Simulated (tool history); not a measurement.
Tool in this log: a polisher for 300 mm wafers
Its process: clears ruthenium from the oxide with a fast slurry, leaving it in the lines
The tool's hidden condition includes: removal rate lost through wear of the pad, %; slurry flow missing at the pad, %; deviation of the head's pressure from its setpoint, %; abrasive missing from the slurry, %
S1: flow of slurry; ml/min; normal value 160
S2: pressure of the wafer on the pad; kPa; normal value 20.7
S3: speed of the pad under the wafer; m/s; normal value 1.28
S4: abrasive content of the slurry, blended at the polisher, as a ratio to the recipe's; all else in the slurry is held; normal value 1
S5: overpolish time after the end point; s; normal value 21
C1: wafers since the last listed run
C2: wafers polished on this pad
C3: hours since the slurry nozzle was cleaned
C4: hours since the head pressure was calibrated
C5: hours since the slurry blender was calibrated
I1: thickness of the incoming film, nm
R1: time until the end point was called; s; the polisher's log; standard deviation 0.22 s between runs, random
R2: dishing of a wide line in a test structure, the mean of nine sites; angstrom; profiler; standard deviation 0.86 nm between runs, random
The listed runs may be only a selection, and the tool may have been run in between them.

run	hour	S1	S2	S3	S4	S5	C1	C2	C3	C4	C5	I1	R1	R2
1	0	160	20.7	1.28	1	21	0	905	521.9	65.4	88.8	130.9	23.2	804
2	68.6	120	20.7	1.16	1	21	493	1398	590.5	134	157.4	130.7	26.2	725
3	162.4	160	20.7	1.28	1	21	674	2073	684.3	227.8	251.2	128.6	23	798
4	223.7	160	20.7	1.28	1	21	440	2514	745.6	289.1	312.5	128.5	23.3	783
# hour 229.9: slurry nozzle cleaned
5	273.2	160	20.7	1.28	1	21	348	2863	43.3	338.6	362	131	23.3	785
6	433.6	195	20.7	1.28	1	21	1153	4017	203.7	499	522.4	131.7	23.2	777
7	536.4	160	20.7	1.28	1	21	739	4756	306.5	601.8	625.2	128.3	23.5	764
# hour 590.8: worn pad replaced by a new one
# hour 607.5: head pressure recalibrated
8	640.9	160	20.7	1.28	1	21	708	345	411	33.4	729.7	128.4	22.7	788
# hour 654.1: slurry blender recalibrated
9	720.8	160	24.1	0.94	1	21	560	906	490.9	113.3	66.7	127.6	26	710
10	776.6	130	20.7	0.92	1	32	401	1307	546.7	169.1	122.5	128.1	32.3	855
11	852	160	20.7	1.28	0.9	29	542	1849	622.1	244.5	197.9	129.6	24.5	946
12	895.5	160	17.9	0.88	1	25	312	2162	665.6	288	241.4	130.9	39.3	624
# hour 989.8: slurry nozzle cleaned
13	1072.3	160	20.7	1.28	1	21	1264	3427	82.5	464.8	418.2	131.3	23.3	792
14	1173.1	205	20.7	1.28	1	21	725	4152	183.3	565.6	519	130.8	23.1	781
# hour 1224: worn pad replaced by a new one
15	1252.4	160	20.7	1.28	1	21	541	204	262.6	644.9	598.3	131.5	22.6	801
# hour 1274.4: slurry blender recalibrated
16	1308.3	160	20.7	1.28	1	21	387	591	318.5	700.8	33.9	129.8	22.7	804
# hour 1342.3: head pressure recalibrated
17	1353.3	160	20.7	1.28	1	21	309	901	363.5	11	78.9	129.2	22.6	792
18	1434.4	160	20.7	1.44	1	21	583	1484	444.6	92.1	160	131.8	20.5	878
19	1517.4	160	20.7	1.28	1	21	596	2081	527.6	175.1	243	130.7	23.1	804
# hour 1593.3: slurry nozzle cleaned
20	1595.3	160	20.7	1.16	1.3	21	553	2634	2	253	320.9	131	21.7	838
21	1682.9	160	20.7	1.28	1	21	630	3264	89.6	340.6	408.5	127.6	22.7	788
22	1751.6	160	26.2	0.86	0.75	21	494	3758	158.3	409.3	477.2	130.6	34.8	573
23	1809.6	160	20.7	1.28	1.25	29	417	4175	216.3	467.3	535.2	131.5	21.2	1045
# hour 1914.2: worn pad replaced by a new one
24	1916.7	160	24.1	1.28	1	21	741	17	323.4	574.4	642.3	132.1	19.8	889
25	1955.6	160	20.7	1.06	0.9	21	279	297	362.3	613.3	681.2	129.6	29.4	680
26	2026.8	130	22.8	1.28	0.7	16	512	809	433.5	684.5	752.4	128.9	28.8	553
# hour 2060.4: slurry blender recalibrated
# hour 2115.9: head pressure recalibrated
27	2130.4	160	24.8	1	1.1	21	716	1525	537.1	14.5	70	128.1	22.4	794
# hour 2221.6: slurry nozzle cleaned
28	2387.1	160	17.2	1.48	1	21	1839	3365	165.5	271.2	326.7	129.2	23.6	769
29	2439.1	215	20.7	1.28	1.2	21	374	3739	217.5	323.2	378.7	130.5	20.3	858

Table of differences, measured result less the result of that run with no hidden state. Run-to-run variation is the same in both. Gauge scatter possibly is not:
run	R1	R2
1	+0.3	-7
2	+0.4	-9
3	+0.5	-12
4	+0.6	-14
5	+0.7	-17
6	+1.1	-26
7	+1.4	-34
8	+0	-3
9	+0.1	-4
10	+0.2	-5
11	+0.3	-7
12	+0.6	-7
13	+0.8	-17
14	+1	-24
15	+0	-1
16	+0	-1
17	+0.1	-2
18	+0.1	-3
19	+0.2	-6
20	+0.4	-9
21	+0.5	-14
22	+1.1	-15
23	+0.9	-23
24	+0	+0
25	+0	+0
26	+0.1	-1
27	+0.1	-3
28	+0.6	-15
29	+0.6	-18
